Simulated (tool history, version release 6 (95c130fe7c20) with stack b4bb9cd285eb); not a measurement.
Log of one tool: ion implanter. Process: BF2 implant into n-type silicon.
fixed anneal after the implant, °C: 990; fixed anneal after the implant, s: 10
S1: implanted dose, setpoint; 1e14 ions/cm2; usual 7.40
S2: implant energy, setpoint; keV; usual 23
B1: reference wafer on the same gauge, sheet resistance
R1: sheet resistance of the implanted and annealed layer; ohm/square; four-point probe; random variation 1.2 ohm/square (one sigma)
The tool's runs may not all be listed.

run 1 hour=0.0 | S1=6.95 S2=23 | B1=239.83 | R1=224.51
run 2 hour=39.2 | S1=6.95 S2=23 | B1=240.36 | R1=224.70
run 3 hour=325.4 | S1=6.95 S2=23 | B1=239.93 | R1=224.95
run 4 hour=369.1 | S1=7.40 S2=23 | B1=239.60 | R1=218.63
-- hour=374.9 gauge calibrated
-- hour=471.6 Faraday cup replaced and dose calibrated
run 5 hour=472.1 | S1=7.40 S2=23 | B1=240.24 | R1=220.04
run 6 hour=541.2 | S1=7.40 S2=23 | B1=239.87 | R1=218.88
-- hour=626.7 extraction supply calibrated
run 7 hour=632.5 | S1=6.78 S2=23 | B1=240.15 | R1=224.31
run 8 hour=676.0 | S1=7.40 S2=23 | B1=240.12 | R1=220.73
run 9 hour=737.0 | S1=6.30 S2=29 | B1=239.95 | R1=214.30
run 10 hour=830.8 | S1=9.47 S2=23 | B1=239.76 | R1=204.95
run 11 hour=876.1 | S1=8.22 S2=23 | B1=239.98 | R1=213.05
run 12 hour=934.4 | S1=7.40 S2=21 | B1=240.05 | R1=229.35
run 13 hour=1032.2 | S1=5.91 S2=17 | B1=240.20 | R1=273.53
run 14 hour=1116.5 | S1=7.40 S2=23 | B1=240.61 | R1=220.05
-- hour=1154.4 gauge calibrated
run 15 hour=1215.4 | S1=8.12 S2=31 | B1=239.66 | R1=185.72

Forecast each of these 5 alternatives for the next run:
run A hour=1215.8 | S1=7.40 S2=16 | B1=? | R1=?
run B hour=1215.8 | S1=8.07 S2=15 | B1=? | R1=?
run C hour=1215.8 | S1=5.91 S2=23 | B1=? | R1=?
run D hour=1215.8 | S1=8.53 S2=28 | B1=? | R1=?
run E hour=1215.8 | S1=8.31 S2=23 | B1=? | R1=?

run=A B1=240.14 R1=260.42
run=B B1=240.14 R1=263.35
run=C B1=240.14 R1=240.75
run=D B1=240.14 R1=192.04
run=E B1=240.14 R1=212.73
Without the tool's hidden state the same runs would have given:
run=A R1=260.42
run=B R1=263.35
run=C R1=240.75
run=D R1=192.04
run=E R1=212.73
